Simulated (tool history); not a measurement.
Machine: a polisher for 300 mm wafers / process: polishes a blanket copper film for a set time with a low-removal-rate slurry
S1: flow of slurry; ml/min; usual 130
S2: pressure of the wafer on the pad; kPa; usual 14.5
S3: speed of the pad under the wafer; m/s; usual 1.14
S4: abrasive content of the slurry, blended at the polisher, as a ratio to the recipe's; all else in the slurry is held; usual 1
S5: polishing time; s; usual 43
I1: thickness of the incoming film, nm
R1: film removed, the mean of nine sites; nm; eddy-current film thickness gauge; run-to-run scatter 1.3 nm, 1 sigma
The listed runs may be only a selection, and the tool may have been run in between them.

run 1 hour=0.0 | S1=130 S2=14.5 S3=1.14 S4=1 S5=43 | I1=1596.6 | R1=88.3
run 2 hour=44.5 | S1=130 S2=14.5 S3=1.14 S4=1 S5=43 | I1=1604.9 | R1=83.3
run 3 hour=71.4 | S1=130 S2=14.5 S3=1.14 S4=1 S5=43 | I1=1588.7 | R1=84.6
-- hour=105.1 worn pad replaced by a new one
run 4 hour=136.2 | S1=130 S2=13.1 S3=1.14 S4=1 S5=43 | I1=1594.4 | R1=78.1
-- hour=140.2 slurry blender recalibrated
run 5 hour=162.0 | S1=130 S2=13.1 S3=1.14 S4=1 S5=43 | I1=1602.7 | R1=78.5
-- hour=256.9 head pressure recalibrated
run 6 hour=258.4 | S1=130 S2=13.1 S3=1.14 S4=1 S5=43 | I1=1565.7 | R1=74.5
-- hour=272.5 worn pad replaced by a new one
run 7 hour=299.5 | S1=130 S2=14.5 S3=1.14 S4=1 S5=43 | I1=1584.9 | R1=80.3
-- hour=302.2 slurry nozzle cleaned
run 8 hour=342.6 | S1=130 S2=14.5 S3=1.36 S4=1 S5=43 | I1=1592.0 | R1=97.7

Run 9 comes next. What will it give?
run 9 hour=377.4 | S1=140 S2=14.5 S3=1.14 S4=1 S5=43 | I1=1586.1 | R1=?

Logged for run 9: R1 90.6 nm.
Minus the tool's unlogged condition, the same run would have read R1 91.7 nm.
